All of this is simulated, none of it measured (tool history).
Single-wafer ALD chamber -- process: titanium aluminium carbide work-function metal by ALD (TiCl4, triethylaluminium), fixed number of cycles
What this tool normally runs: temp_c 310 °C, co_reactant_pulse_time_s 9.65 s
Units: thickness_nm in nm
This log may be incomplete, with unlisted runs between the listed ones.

run,day,temp_c,co_reactant_pulse_time_s,"read-back reference wafer on the same gauge, thickness_nm",thickness_nm
1,0.000,316,9.65,1.919,2.271
2,4.279,318,9.65,1.924,2.267
3,5.862,318,9.65,1.916,2.286
4,7.625,298,6.74,1.920,1.948
5,9.704,310,9.65,1.916,2.218
6,13.575,310,9.65,1.922,2.220
7,22.179,310,9.65,1.916,2.195
# day 24.146: gauge calibrated
8,26.079,310,9.65,1.916,2.180
9,30.496,310,9.65,1.920,2.196
10,33.871,296,9.65,1.919,2.059
11,35.604,319,9.65,1.922,2.263
# day 37.600: triethylaluminium bottle replaced
# day 37.967: showerhead replaced, of another model than before
# day 39.883: thermocouple changed; heater temperature recalibrated
12,39.904,310,13.26,1.913,2.316
13,41.412,310,8.63,1.919,2.191
14,47.671,301,6.90,1.920,1.936
15,50.096,310,9.65,1.919,2.243
16,53.096,310,9.65,1.920,2.220
# day 54.904: gauge calibrated
17,55.804,318,7.67,1.916,2.149
18,57.375,322,11.47,1.921,2.394

5 options for the next run, each taken on its own from the tool as it stands now. Forecast them:
A,57.392,310,9.65,?,?
B,57.392,305,12.26,?,?
C,57.392,305,7.30,?,?
D,57.392,319,7.07,?,?
E,57.392,315,11.48,?,?

run,"read-back reference wafer on the same gauge, thickness_nm",thickness_nm
A,1.922,2.220
B,1.922,2.251
C,1.922,1.994
D,1.922,2.075
E,1.922,2.326
Take away the tool's hidden state, keep each run's random variation, and the runs would have read:
run,thickness_nm
A,2.252
B,2.265
C,2.052
D,2.139
E,2.344
